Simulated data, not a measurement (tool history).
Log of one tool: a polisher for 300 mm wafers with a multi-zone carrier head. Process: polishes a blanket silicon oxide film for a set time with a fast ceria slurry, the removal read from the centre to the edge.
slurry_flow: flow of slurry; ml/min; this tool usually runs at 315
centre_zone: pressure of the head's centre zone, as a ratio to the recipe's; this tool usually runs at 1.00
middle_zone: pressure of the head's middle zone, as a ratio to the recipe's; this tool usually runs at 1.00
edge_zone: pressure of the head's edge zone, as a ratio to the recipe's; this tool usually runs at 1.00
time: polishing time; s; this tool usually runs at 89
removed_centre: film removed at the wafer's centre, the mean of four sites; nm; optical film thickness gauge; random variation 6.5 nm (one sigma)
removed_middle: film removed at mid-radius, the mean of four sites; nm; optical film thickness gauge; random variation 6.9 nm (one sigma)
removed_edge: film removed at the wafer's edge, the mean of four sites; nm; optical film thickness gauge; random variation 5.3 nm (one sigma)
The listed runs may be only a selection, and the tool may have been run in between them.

| run | hour | slurry_flow | centre_zone | middle_zone | edge_zone | time | wafers since the last listed run | wafers polished on this pad | hours since the slurry nozzle was cleaned | hours since the centre zone pressure was calibrated | hours since the edge zone pressure was calibrated | hours since the carrier head's membrane was replaced | incoming thickness of the incoming film, nm | removed_centre | removed_middle | removed_edge |
|---|---|---|---|---|---|---|---|---|---|---|---|---|---|---|---|---|
| 1 | 0.0 | 315 | 1.10 | 1.07 | 0.88 | 62 | 0 | 332 | 429.5 | 819.1 | 524.5 | 911.5 | 2813.2 | 517.5 | 515.8 | 462.0 |
|  | 30.7 | carrier head's membrane replaced by a new one |
| 2 | 36.5 | 315 | 1.00 | 1.00 | 1.00 | 89 | 365 | 698 | 466.0 | 855.6 | 561.0 | 5.8 | 2825.3 | 685.8 | 694.3 | 698.5 |
|  | 40.8 | edge zone pressure recalibrated |
| 3 | 44.3 | 315 | 1.00 | 1.00 | 1.00 | 89 | 67 | 765 | 473.8 | 863.4 | 3.5 | 13.6 | 2840.0 | 690.0 | 681.8 | 687.1 |
| 4 | 55.2 | 315 | 1.00 | 1.00 | 1.00 | 89 | 126 | 892 | 484.7 | 874.3 | 14.4 | 24.5 | 2835.0 | 672.7 | 681.1 | 685.0 |
| 5 | 62.3 | 315 | 1.00 | 1.00 | 1.00 | 99 | 82 | 974 | 491.8 | 881.4 | 21.5 | 31.6 | 2824.8 | 749.5 | 758.1 | 772.2 |
| 6 | 71.6 | 345 | 1.00 | 1.00 | 1.00 | 89 | 108 | 1082 | 501.1 | 890.7 | 30.8 | 40.9 | 2887.3 | 692.2 | 678.7 | 690.9 |
| 7 | 86.1 | 345 | 1.00 | 1.00 | 1.00 | 89 | 168 | 1251 | 515.6 | 905.2 | 45.3 | 55.4 | 2877.5 | 682.1 | 697.1 | 687.5 |
|  | 107.4 | worn pad replaced by a new one |
|  | 119.2 | slurry nozzle cleaned |
|  | 121.8 | centre zone pressure recalibrated |
| 8 | 124.5 | 360 | 1.00 | 1.00 | 1.00 | 89 | 364 | 164 | 5.3 | 2.7 | 83.7 | 93.8 | 2840.1 | 702.3 | 710.1 | 716.4 |
| 9 | 133.8 | 315 | 1.00 | 1.00 | 1.00 | 89 | 108 | 272 | 14.6 | 12.0 | 93.0 | 103.1 | 2855.1 | 687.1 | 712.0 | 711.5 |
| 10 | 144.0 | 315 | 1.00 | 0.88 | 0.91 | 118 | 118 | 390 | 24.8 | 22.2 | 103.2 | 113.3 | 2866.8 | 904.9 | 827.7 | 881.7 |
| 11 | 154.6 | 315 | 1.00 | 1.00 | 1.00 | 89 | 123 | 513 | 35.4 | 32.8 | 113.8 | 123.9 | 2832.3 | 683.8 | 686.9 | 697.7 |
| 12 | 196.0 | 400 | 1.00 | 0.93 | 1.12 | 110 | 480 | 994 | 76.8 | 74.2 | 155.2 | 165.3 | 2854.7 | 843.5 | 810.6 | 923.0 |
| 13 | 202.9 | 315 | 1.04 | 1.00 | 1.00 | 89 | 80 | 1074 | 83.7 | 81.1 | 162.1 | 172.2 | 2841.3 | 692.3 | 670.7 | 690.5 |
|  | 220.2 | worn pad replaced by a new one |
| 14 | 220.7 | 315 | 0.88 | 1.00 | 0.97 | 89 | 160 | 5 | 101.5 | 98.9 | 179.9 | 190.0 | 2879.0 | 629.1 | 711.6 | 721.2 |
| 15 | 235.4 | 315 | 1.00 | 1.00 | 1.08 | 89 | 170 | 176 | 116.2 | 113.6 | 194.6 | 204.7 | 2818.9 | 696.3 | 715.7 | 741.1 |
| 16 | 252.9 | 360 | 1.00 | 1.09 | 1.03 | 89 | 203 | 379 | 133.7 | 131.1 | 212.1 | 222.2 | 2843.7 | 690.0 | 741.3 | 724.0 |
| 17 | 269.6 | 250 | 1.00 | 0.95 | 1.00 | 89 | 193 | 573 | 150.4 | 147.8 | 228.8 | 238.9 | 2868.6 | 661.5 | 641.2 | 682.0 |
| 18 | 281.9 | 315 | 1.00 | 1.00 | 1.00 | 89 | 142 | 716 | 162.7 | 160.1 | 241.1 | 251.2 | 2828.0 | 678.3 | 671.3 | 696.1 |
| 19 | 298.5 | 315 | 1.00 | 1.00 | 1.00 | 74 | 192 | 909 | 179.3 | 176.7 | 257.7 | 267.8 | 2855.6 | 558.9 | 562.2 | 576.0 |
| 20 | 315.9 | 315 | 0.96 | 1.00 | 1.03 | 116 | 202 | 1111 | 196.7 | 194.1 | 275.1 | 285.2 | 2858.2 | 837.2 | 885.5 | 914.8 |
| 21 | 325.1 | 315 | 1.00 | 0.93 | 1.00 | 89 | 106 | 1218 | 205.9 | 203.3 | 284.3 | 294.4 | 2853.4 | 668.6 | 633.1 | 686.0 |
|  | 332.7 | worn pad replaced by a new one |
| 22 | 340.2 | 315 | 1.00 | 1.00 | 1.00 | 89 | 128 | 86 | 221.0 | 218.4 | 299.4 | 309.5 | 2852.3 | 699.7 | 716.7 | 714.8 |

4 ways to go on from here, each from the tool as it stands after run 22. What would each give?
| A | 340.6 | 315 | 1.00 | 1.00 | 1.00 | 89 | 4 | 91 | 221.4 | 218.8 | 299.8 | 309.9 | 2885.4 | ? | ? | ? |
| B | 340.6 | 315 | 1.08 | 1.10 | 1.00 | 89 | 4 | 91 | 221.4 | 218.8 | 299.8 | 309.9 | 2885.4 | ? | ? | ? |
| C | 340.6 | 370 | 1.00 | 1.00 | 1.00 | 89 | 4 | 91 | 221.4 | 218.8 | 299.8 | 309.9 | 2885.4 | ? | ? | ? |
| D | 340.6 | 395 | 0.94 | 1.00 | 1.00 | 89 | 4 | 91 | 221.4 | 218.8 | 299.8 | 309.9 | 2885.4 | ? | ? | ? |

| run | removed_centre | removed_middle | removed_edge |
|---|---|---|---|
| A | 706.2 | 710.5 | 718.3 |
| B | 757.9 | 770.2 | 717.4 |
| C | 717.1 | 720.5 | 726.1 |
| D | 682.0 | 724.4 | 729.0 |
With no hidden state in the tool, these same runs would have given:
| run | removed_centre | removed_middle | removed_edge |
|---|---|---|---|
| A | 714.7 | 719.0 | 727.0 |
| B | 767.0 | 779.4 | 726.0 |
| C | 725.8 | 729.2 | 734.8 |
| D | 690.1 | 733.1 | 737.7 |
